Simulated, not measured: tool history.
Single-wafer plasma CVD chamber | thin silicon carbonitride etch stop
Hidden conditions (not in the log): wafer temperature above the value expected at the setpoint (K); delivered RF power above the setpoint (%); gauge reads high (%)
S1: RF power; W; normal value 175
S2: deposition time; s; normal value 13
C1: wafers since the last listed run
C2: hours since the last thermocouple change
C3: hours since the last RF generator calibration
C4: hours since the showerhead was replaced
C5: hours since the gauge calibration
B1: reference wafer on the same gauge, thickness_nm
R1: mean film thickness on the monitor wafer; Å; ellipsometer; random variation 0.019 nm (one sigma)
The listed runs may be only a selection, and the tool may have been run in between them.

run	hour	S1	S2	C1	C2	C3	C4	C5	B1	R1
1	0	175	13	0	2031.9	659.3	1908.8	564.9	6.425	69.62
2	25.9	175	13	804	2057.8	685.2	1934.7	590.8	6.424	69.63
3	45.7	175	13	615	2077.6	705	1954.5	610.6	6.418	69.65
4	61.2	160	13.7	481	2093.1	720.5	1970	626.1	6.424	71.72
5	86.3	160	13.7	779	2118.2	745.6	1995.1	651.2	6.424	71.85
6	120.3	205	13	1056	2152.2	779.6	2029.1	685.2	6.425	71.88
7	152.8	205	13	1009	2184.7	812.1	2061.6	717.7	6.419	71.79
8	188.4	175	13	1106	2220.3	847.7	2097.2	753.3	6.418	69.03
9	207	175	13	577	2238.9	866.3	2115.8	771.9	6.416	69.34
10	258.1	175	13	1587	2290	917.4	2166.9	823	6.421	69.39
11	280	175	13	680	2311.9	939.3	2188.8	844.9	6.423	69.17
12	302.2	175	13	689	2334.1	961.5	2211	867.1	6.43	68.91
13	337.2	175	11.7	1087	2369.1	996.5	2246	902.1	6.412	62.11
14	355	175	13	553	2386.9	1014.3	2263.8	919.9	6.427	68.92
15	381.5	175	13	823	2413.4	1040.8	2290.3	946.4	6.42	69.1
16	402.8	175	13	661	2434.7	1062.1	2311.6	967.7	6.418	68.92
17	415	175	13	379	2446.9	1074.3	2323.8	979.9	6.418	68.68
18	448.5	200	12.2	1040	2480.4	1107.8	2357.3	1013.4	6.422	66.59
# hour 455.5: gauge calibrated
# hour 469.6: RF generator calibrated
19	473.5	175	13	528	2505.4	3.9	2382.3	18	6.419	70.09
20	489.9	190	11.4	509	2521.8	20.3	2398.7	34.4	6.42	62.43
21	519	185	15.1	904	2550.9	49.4	2427.8	63.5	6.43	82.25
22	533.7	160	15.1	456	2565.6	64.1	2442.5	78.2	6.421	79.54
23	546.3	175	13	391	2578.2	76.7	2455.1	90.8	6.422	70.44
24	569.1	175	13	708	2601	99.5	2477.9	113.6	6.415	70.26
25	585.9	210	12.1	521	2617.8	116.3	2494.7	130.4	6.416	67.53
# hour 607.7: showerhead replaced, of another model than before
26	616.3	190	15.5	695	2648.2	146.7	8.6	160.8	6.415	84.37
27	650.8	195	13	1071	2682.7	181.2	43.1	195.3	6.423	71.14
# hour 659.5: thermocouple changed; heater temperature recalibrated
28	665.1	150	13	195	5.6	195.5	57.4	209.6	6.423	68.76
29	689.5	175	13	758	30	219.9	81.8	234	6.418	70.15
30	711.5	160	14.3	683	52	241.9	103.8	256	6.417	76.05
31	740.7	175	13	907	81.2	271.1	133	285.2	6.417	70.19
32	768.9	175	13	876	109.4	299.3	161.2	313.4	6.414	70.06
33	797.4	150	11.2	885	137.9	327.8	189.7	341.9	6.421	59.45
34	814.8	175	13	540	155.3	345.2	207.1	359.3	6.42	70.24
35	831.3	155	15.5	512	171.8	361.7	223.6	375.8	6.42	82.36
36	858.9	175	11.5	857	199.4	389.3	251.2	403.4	6.426	61.64

Predict each of these 3 candidate next runs independently; none follows another, all start after run 36:
A	859.3	155	13	12	199.8	389.7	251.6	403.8	?	?
B	859.3	190	14.7	12	199.8	389.7	251.6	403.8	?	?
C	859.3	175	11.6	12	199.8	389.7	251.6	403.8	?	?

run	B1	R1
A	6.418	68.94
B	6.418	80.01
C	6.418	62.45
Take away the tool's hidden state, keep each run's random variation, and the runs would have read:
run	R1
A	69.19
B	80.3
C	62.68

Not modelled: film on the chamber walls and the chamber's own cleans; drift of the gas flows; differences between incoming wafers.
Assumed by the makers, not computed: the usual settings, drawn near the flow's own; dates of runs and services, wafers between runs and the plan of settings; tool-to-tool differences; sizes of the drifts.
